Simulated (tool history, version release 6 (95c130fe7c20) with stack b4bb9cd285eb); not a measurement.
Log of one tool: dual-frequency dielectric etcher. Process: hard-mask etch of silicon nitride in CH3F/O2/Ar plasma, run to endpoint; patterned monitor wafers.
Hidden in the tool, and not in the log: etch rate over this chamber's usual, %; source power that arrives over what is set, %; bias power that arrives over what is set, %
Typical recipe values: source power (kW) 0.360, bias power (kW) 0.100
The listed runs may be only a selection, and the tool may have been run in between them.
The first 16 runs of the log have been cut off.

| run | hour | source power (kW) | bias power (kW) | wafers since the last listed run | hours since the last wet clean | hours since the last source power generator calibration | hours since the last bias power generator calibration | hours since the last upper electrode change | incoming incoming film thickness, nm | endpoint time (s) |
|---|---|---|---|---|---|---|---|---|---|---|
| 17 | 862.2 | 0.360 | 0.075 | 427 | 308.8 | 4684.7 | 2852.2 | 322.0 | 55.4 | 89.4 |
| 18 | 913.9 | 0.360 | 0.113 | 346 | 360.5 | 4736.4 | 2903.9 | 373.7 | 54.8 | 71.9 |
|  | 947.3 | wet clean of the chamber |
| 19 | 948.4 | 0.330 | 0.122 | 70 | 1.1 | 4770.9 | 2938.4 | 408.2 | 55.0 | 71.7 |
|  | 963.9 | bias power generator calibrated |
| 20 | 994.0 | 0.330 | 0.100 | 278 | 46.7 | 4816.5 | 30.1 | 453.8 | 54.2 | 79.7 |
| 21 | 1040.9 | 0.360 | 0.100 | 314 | 93.6 | 4863.4 | 77.0 | 500.7 | 54.7 | 76.0 |
| 22 | 1079.8 | 0.450 | 0.113 | 260 | 132.5 | 4902.3 | 115.9 | 539.6 | 54.5 | 64.0 |
| 23 | 1113.2 | 0.360 | 0.090 | 223 | 165.9 | 4935.7 | 149.3 | 573.0 | 55.3 | 80.3 |
| 24 | 1172.7 | 0.280 | 0.078 | 398 | 225.4 | 4995.2 | 208.8 | 632.5 | 55.1 | 98.6 |
|  | 1184.5 | source power generator calibrated |
| 25 | 1204.1 | 0.360 | 0.079 | 183 | 256.8 | 19.6 | 240.2 | 663.9 | 54.8 | 86.7 |
| 26 | 1246.8 | 0.420 | 0.100 | 285 | 299.5 | 62.3 | 282.9 | 706.6 | 54.4 | 70.2 |
|  | 1329.2 | wet clean of the chamber |
| 27 | 1329.7 | 0.400 | 0.117 | 394 | 0.5 | 145.2 | 365.8 | 789.5 | 55.0 | 67.3 |
| 28 | 1341.7 | 0.360 | 0.100 | 80 | 12.5 | 157.2 | 377.8 | 801.5 | 55.5 | 77.7 |
| 29 | 1368.6 | 0.360 | 0.100 | 180 | 39.4 | 184.1 | 404.7 | 828.4 | 54.7 | 76.0 |
| 30 | 1395.5 | 0.390 | 0.124 | 180 | 66.3 | 211.0 | 431.6 | 855.3 | 54.5 | 65.6 |
| 31 | 1460.3 | 0.290 | 0.109 | 433 | 131.1 | 275.8 | 496.4 | 920.1 | 55.3 | 82.5 |
| 32 | 1521.4 | 0.380 | 0.092 | 409 | 192.2 | 336.9 | 557.5 | 981.2 | 54.8 | 77.1 |

Consider 4 possible next runs. They are alternatives, not a sequence: every one starts from the tool as it was left by run 32. What does each give?
| A | 1521.8 | 0.360 | 0.100 | 2 | 192.6 | 337.3 | 557.9 | 981.6 | 54.8 | ? |
| B | 1521.8 | 0.330 | 0.112 | 2 | 192.6 | 337.3 | 557.9 | 981.6 | 54.8 | ? |
| C | 1521.8 | 0.340 | 0.081 | 2 | 192.6 | 337.3 | 557.9 | 981.6 | 54.8 | ? |
| D | 1521.8 | 0.390 | 0.119 | 2 | 192.6 | 337.3 | 557.9 | 981.6 | 54.8 | ? |

| run | endpoint time (s) |
|---|---|
| A | 75.7 |
| B | 74.7 |
| C | 86.5 |
| D | 67.0 |
The same runs, with their run-to-run variation unchanged, on a tool lacking any hidden condition would have given:
| run | endpoint time (s) |
|---|---|
| A | 75.7 |
| B | 74.7 |
| C | 86.5 |
| D | 67.0 |
